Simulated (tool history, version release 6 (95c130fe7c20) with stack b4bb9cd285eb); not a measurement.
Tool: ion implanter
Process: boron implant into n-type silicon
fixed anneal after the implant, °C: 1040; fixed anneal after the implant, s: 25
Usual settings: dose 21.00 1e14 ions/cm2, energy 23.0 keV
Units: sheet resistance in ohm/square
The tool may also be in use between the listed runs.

run   hour   dose  energy  wafers since the last listed run  hours since the last dose calibration  hours since the extraction supply was calibrated  hours since the gauge calibration  read-back reference wafer on the same gauge, sheet resistance  sheet resistance
  1    0.0  21.00    28.5                                 0                                  502.6                                            3667.5                              435.7                                                          72.28             62.02
  2   14.7  21.00    28.5                               625                                  517.3                                            3682.2                              450.4                                                          72.40             62.11
  3   28.3  21.00    23.0                               578                                  530.9                                            3695.8                              464.0                                                          72.37             64.56
  4   40.6  21.00    23.0                               522                                  543.2                                            3708.1                              476.3                                                          72.43             64.58
  5   58.1  23.42    23.0                               744                                  560.7                                            3725.6                              493.8                                                          72.35             60.30
  6   72.3  21.00    23.0                               603                                  574.9                                            3739.8                              508.0                                                          72.33             64.85
  7   84.9  21.00    23.0                               535                                  587.5                                            3752.4                              520.6                                                          72.54             65.37
  8   93.5  18.69    23.0                               365                                  596.1                                            3761.0                              529.2                                                          72.38             70.71
  9  100.7  18.69    23.0                               306                                  603.3                                            3768.2                              536.4                                                          72.44             70.65
 10  115.2  18.69    23.0                               616                                  617.8                                            3782.7                              550.9                                                          72.37             70.80
 11  121.7  21.00    23.0                               276                                  624.3                                            3789.2                              557.4                                                          72.37             65.63
 12  134.3  16.47    23.0                               535                                  636.9                                            3801.8                              570.0                                                          72.39             78.51
     159.3  -- extraction supply calibrated
 13  159.8  16.47    23.0                               744                                  662.4                                               0.5                              595.5                                                          72.44             78.36
 14  160.8  16.47    23.0                                42                                  663.4                                               1.5                              596.5                                                          72.34             78.91
 15  178.0  21.00    23.0                               731                                  680.6                                              18.7                              613.7                                                          72.40             65.46
 16  185.6  21.00    23.0                               323                                  688.2                                              26.3                              621.3                                                          72.32             65.75
     185.9  -- gauge calibrated
 17  203.1  21.00    23.0                               744                                  705.7                                              43.8                               17.2                                                          72.49             65.70
 18  211.2  18.74    23.0                               344                                  713.8                                              51.9                               25.3                                                          72.38             71.62
     248.4  -- Faraday cup replaced and dose calibrated
 19  259.0  23.33    19.0                              1692                                   10.6                                              99.7                               73.1                                                          72.42             62.38
 20  267.5  16.25    17.5                               361                                   19.1                                             108.2                               81.6                                                          72.44             80.18
 21  282.0  21.00    23.0                               616                                   33.6                                             122.7                               96.1                                                          72.47             64.03
 22  298.2  24.89    15.5                               688                                   49.8                                             138.9                              112.3                                                          72.49             64.72
 23  350.9  19.04    28.0                              2240                                  102.5                                             191.6                              165.0                                                          72.27             66.19
 24  378.6  23.26    23.0                              1177                                  130.2                                             219.3                              192.7                                                          72.51             59.21
 25  390.6  27.24    16.5                               510                                  142.2                                             231.3                              204.7                                                          72.47             60.62
 26  401.2  21.00    17.0                               450                                  152.8                                             241.9                              215.3                                                          72.38             68.62
 27  412.6  21.00    23.0                               484                                  164.2                                             253.3                              226.7                                                          72.37             63.74
 28  420.0  15.82    26.5                               314                                  171.6                                             260.7                              234.1                                                          72.44             77.40
 29  431.1  21.00    23.0                               471                                  182.7                                             271.8                              245.2                                                          72.35             63.54
 30  447.2  21.00    27.5                               684                                  198.8                                             287.9                              261.3                                                          72.26             61.51
 31  461.2  21.00    23.0                               595                                  212.8                                             301.9                              275.3                                                          72.43             63.62
 32  472.8  26.39    20.0                               493                                  224.4                                             313.5                              286.9                                                          72.20             57.50
 33  484.6  21.00    15.5                               501                                  236.2                                             325.3                              298.7                                                          72.29             70.64
 34  495.2  21.00    23.0                               450                                  246.8                                             335.9                              309.3                                                          72.44             63.80
 35  501.5  24.89    15.5                               267                                  253.1                                             342.2                              315.6                                                          72.35             65.30
 36  518.4  22.58    17.0                               718                                  270.0                                             359.1                              332.5                                                          72.41             65.69

The tool's hidden state at each run:
deviation of the true energy from its setpoint, %: 0 in every run
gauge reads high (%): 0 in every run
H1: deviation of the true dose from the Faraday cup's reading, %
run      H1
  1   -1.99
  2   -2.13
  3   -2.26
  4   -2.38
  5   -2.56
  6   -2.71
  7   -2.85
  8   -2.94
  9   -3.02
 10   -3.19
 11   -3.26
 12   -3.41
 13   -3.72
 14   -3.73
 15   -3.94
 16   -4.04
 17   -4.27
 18   -4.37
 19   0.378
 20   0.375
 21   0.368
 22   0.356
 23   0.281
 24   0.221
 25   0.191
 26   0.162
 27   0.129
 28   0.106
 29  0.0693
 30  0.0124
 31  -0.041
 32  -0.088
 33  -0.138
 34  -0.186
 35  -0.215
 36  -0.297

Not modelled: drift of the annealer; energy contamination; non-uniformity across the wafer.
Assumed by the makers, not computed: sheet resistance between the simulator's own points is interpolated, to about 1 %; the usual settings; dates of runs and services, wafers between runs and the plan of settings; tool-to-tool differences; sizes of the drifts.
